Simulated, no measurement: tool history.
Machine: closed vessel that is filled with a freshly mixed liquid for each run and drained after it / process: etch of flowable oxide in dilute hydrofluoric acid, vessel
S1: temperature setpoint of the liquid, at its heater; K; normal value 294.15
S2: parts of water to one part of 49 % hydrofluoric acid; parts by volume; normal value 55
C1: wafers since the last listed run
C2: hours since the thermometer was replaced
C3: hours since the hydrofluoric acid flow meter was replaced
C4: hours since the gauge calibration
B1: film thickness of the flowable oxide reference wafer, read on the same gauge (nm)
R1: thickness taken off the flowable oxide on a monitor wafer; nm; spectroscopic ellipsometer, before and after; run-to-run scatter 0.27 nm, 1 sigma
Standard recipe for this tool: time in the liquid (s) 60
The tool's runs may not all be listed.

{"run": 1, "hour": 0.0, "S1": 295.15, "S2": 55, "time in the liquid (s)": 60, "C1": 0, "C2": 199.9, "C3": 442.0, "C4": 177.7, "B1": 59.99, "R1": 42.27}
{"run": 2, "hour": 7.7, "S1": 295.15, "S2": 55, "time in the liquid (s)": 60, "C1": 983, "C2": 207.6, "C3": 449.7, "C4": 185.4, "B1": 60.0, "R1": 42.24}
{"run": 3, "hour": 20.6, "S1": 294.15, "S2": 75, "time in the liquid (s)": 60, "C1": 1647, "C2": 220.5, "C3": 462.6, "C4": 198.3, "B1": 60.02, "R1": 28.93}
{"run": 4, "hour": 35.5, "S1": 294.15, "S2": 75, "time in the liquid (s)": 60, "C1": 1903, "C2": 235.4, "C3": 477.5, "C4": 213.2, "B1": 59.98, "R1": 28.6}
{"run": 5, "hour": 41.8, "S1": 297.15, "S2": 55, "time in the liquid (s)": 60, "C1": 804, "C2": 241.7, "C3": 483.8, "C4": 219.5, "B1": 60.01, "R1": 45.7}
{"run": 6, "hour": 54.9, "S1": 294.15, "S2": 55, "time in the liquid (s)": 85, "C1": 1673, "C2": 254.8, "C3": 496.9, "C4": 232.6, "B1": 60.02, "R1": 57.62}
{"run": 7, "hour": 66.2, "S1": 294.15, "S2": 55, "time in the liquid (s)": 85, "C1": 1443, "C2": 266.1, "C3": 508.2, "C4": 243.9, "B1": 60.0, "R1": 57.4}
{"run": 8, "hour": 110.8, "S1": 291.15, "S2": 55, "time in the liquid (s)": 60, "C1": 5696, "C2": 310.7, "C3": 552.8, "C4": 288.5, "B1": 60.02, "R1": 35.55}
{"run": 9, "hour": 136.1, "S1": 291.15, "S2": 55, "time in the liquid (s)": 60, "C1": 3231, "C2": 336.0, "C3": 578.1, "C4": 313.8, "B1": 59.95, "R1": 35.78}
{"hour": 141.4, "done": "hydrofluoric acid flow meter replaced"}
{"run": 10, "hour": 147.1, "S1": 291.15, "S2": 55, "time in the liquid (s)": 60, "C1": 1277, "C2": 347.0, "C3": 5.7, "C4": 324.8, "B1": 59.99, "R1": 37.63}
{"run": 11, "hour": 190.1, "S1": 294.15, "S2": 55, "time in the liquid (s)": 60, "C1": 5491, "C2": 390.0, "C3": 48.7, "C4": 367.8, "B1": 60.05, "R1": 42.8}
{"run": 12, "hour": 198.4, "S1": 294.15, "S2": 55, "time in the liquid (s)": 60, "C1": 1060, "C2": 398.3, "C3": 57.0, "C4": 376.1, "B1": 60.02, "R1": 42.93}
{"run": 13, "hour": 208.3, "S1": 294.15, "S2": 55, "time in the liquid (s)": 60, "C1": 1264, "C2": 408.2, "C3": 66.9, "C4": 386.0, "B1": 59.99, "R1": 43.17}
{"run": 14, "hour": 214.9, "S1": 294.15, "S2": 55, "time in the liquid (s)": 60, "C1": 842, "C2": 414.8, "C3": 73.5, "C4": 392.6, "B1": 60.0, "R1": 42.93}
{"run": 15, "hour": 227.3, "S1": 298.65, "S2": 55, "time in the liquid (s)": 30, "C1": 1583, "C2": 427.2, "C3": 85.9, "C4": 405.0, "B1": 59.98, "R1": 25.8}
{"hour": 230.9, "done": "gauge calibrated"}
{"hour": 243.0, "done": "hydrofluoric acid flow meter replaced, repeated, since the last time left the tool worse"}
{"run": 16, "hour": 244.3, "S1": 294.15, "S2": 55, "time in the liquid (s)": 80, "C1": 2043, "C2": 444.2, "C3": 1.3, "C4": 13.4, "B1": 60.0, "R1": 51.5}
{"run": 17, "hour": 252.1, "S1": 297.15, "S2": 75, "time in the liquid (s)": 95, "C1": 996, "C2": 452.0, "C3": 9.1, "C4": 21.2, "B1": 60.0, "R1": 49.32}
{"run": 18, "hour": 262.5, "S1": 297.65, "S2": 35, "time in the liquid (s)": 80, "C1": 1328, "C2": 462.4, "C3": 19.5, "C4": 31.6, "B1": 59.99, "R1": 96.05}
{"hour": 276.4, "done": "thermometer replaced"}
{"run": 19, "hour": 278.0, "S1": 294.15, "S2": 55, "time in the liquid (s)": 60, "C1": 1851, "C2": 1.6, "C3": 35.0, "C4": 47.1, "B1": 59.97, "R1": 38.87}
{"run": 20, "hour": 295.7, "S1": 294.15, "S2": 55, "time in the liquid (s)": 60, "C1": 2260, "C2": 19.3, "C3": 52.7, "C4": 64.8, "B1": 59.98, "R1": 38.31}
{"run": 21, "hour": 310.9, "S1": 294.15, "S2": 55, "time in the liquid (s)": 85, "C1": 1941, "C2": 34.5, "C3": 67.9, "C4": 80.0, "B1": 60.0, "R1": 54.42}
{"run": 22, "hour": 330.0, "S1": 294.15, "S2": 65, "time in the liquid (s)": 60, "C1": 2439, "C2": 53.6, "C3": 87.0, "C4": 99.1, "B1": 60.0, "R1": 32.26}
{"run": 23, "hour": 340.7, "S1": 290.15, "S2": 30, "time in the liquid (s)": 80, "C1": 1366, "C2": 64.3, "C3": 97.7, "C4": 109.8, "B1": 59.99, "R1": 82.68}
{"run": 24, "hour": 349.4, "S1": 294.15, "S2": 30, "time in the liquid (s)": 60, "C1": 1111, "C2": 73.0, "C3": 106.4, "C4": 118.5, "B1": 59.98, "R1": 73.27}
{"run": 25, "hour": 361.2, "S1": 290.65, "S2": 35, "time in the liquid (s)": 85, "C1": 1507, "C2": 84.8, "C3": 118.2, "C4": 130.3, "B1": 60.0, "R1": 75.86}
{"run": 26, "hour": 374.5, "S1": 294.15, "S2": 55, "time in the liquid (s)": 60, "C1": 1698, "C2": 98.1, "C3": 131.5, "C4": 143.6, "B1": 60.01, "R1": 39.0}
{"run": 27, "hour": 386.5, "S1": 290.15, "S2": 75, "time in the liquid (s)": 60, "C1": 1532, "C2": 110.1, "C3": 143.5, "C4": 155.6, "B1": 59.98, "R1": 23.51}
{"run": 28, "hour": 400.9, "S1": 294.15, "S2": 40, "time in the liquid (s)": 60, "C1": 1839, "C2": 124.5, "C3": 157.9, "C4": 170.0, "B1": 60.01, "R1": 55.16}
{"run": 29, "hour": 413.2, "S1": 296.15, "S2": 55, "time in the liquid (s)": 60, "C1": 1570, "C2": 136.8, "C3": 170.2, "C4": 182.3, "B1": 59.99, "R1": 41.75}
{"run": 30, "hour": 423.7, "S1": 290.15, "S2": 70, "time in the liquid (s)": 60, "C1": 1341, "C2": 147.3, "C3": 180.7, "C4": 192.8, "B1": 60.02, "R1": 25.6}
{"run": 31, "hour": 433.1, "S1": 290.15, "S2": 55, "time in the liquid (s)": 75, "C1": 1200, "C2": 156.7, "C3": 190.1, "C4": 202.2, "B1": 60.01, "R1": 41.45}
{"run": 32, "hour": 442.2, "S1": 290.65, "S2": 70, "time in the liquid (s)": 60, "C1": 1162, "C2": 165.8, "C3": 199.2, "C4": 211.3, "B1": 59.98, "R1": 26.5}
{"run": 33, "hour": 458.5, "S1": 299.15, "S2": 30, "time in the liquid (s)": 90, "C1": 2081, "C2": 182.1, "C3": 215.5, "C4": 227.6, "B1": 59.98, "R1": 137.75}

4 ways to go on from here, each from the tool as it stands after run 33. What would each give?
{"run": "A", "hour": 459.2, "S1": 294.15, "S2": 55, "time in the liquid (s)": 50, "C1": 89, "C2": 182.8, "C3": 216.2, "C4": 228.3, "B1": "?", "R1": "?"}
{"run": "B", "hour": 459.2, "S1": 297.15, "S2": 40, "time in the liquid (s)": 30, "C1": 89, "C2": 182.8, "C3": 216.2, "C4": 228.3, "B1": "?", "R1": "?"}
{"run": "C", "hour": 459.2, "S1": 298.65, "S2": 80, "time in the liquid (s)": 50, "C1": 89, "C2": 182.8, "C3": 216.2, "C4": 228.3, "B1": "?", "R1": "?"}
{"run": "D", "hour": 459.2, "S1": 292.65, "S2": 25, "time in the liquid (s)": 75, "C1": 89, "C2": 182.8, "C3": 216.2, "C4": 228.3, "B1": "?", "R1": "?"}

run=A B1=60.02 R1=32.72
run=B B1=60.02 R1=31.18
run=C B1=60.02 R1=26.22
run=D B1=60.02 R1=104.89
Without the tool's unlogged condition, the same runs would have read:
run=A R1=31.71
run=B R1=30.22
run=C R1=25.38
run=D R1=101.79

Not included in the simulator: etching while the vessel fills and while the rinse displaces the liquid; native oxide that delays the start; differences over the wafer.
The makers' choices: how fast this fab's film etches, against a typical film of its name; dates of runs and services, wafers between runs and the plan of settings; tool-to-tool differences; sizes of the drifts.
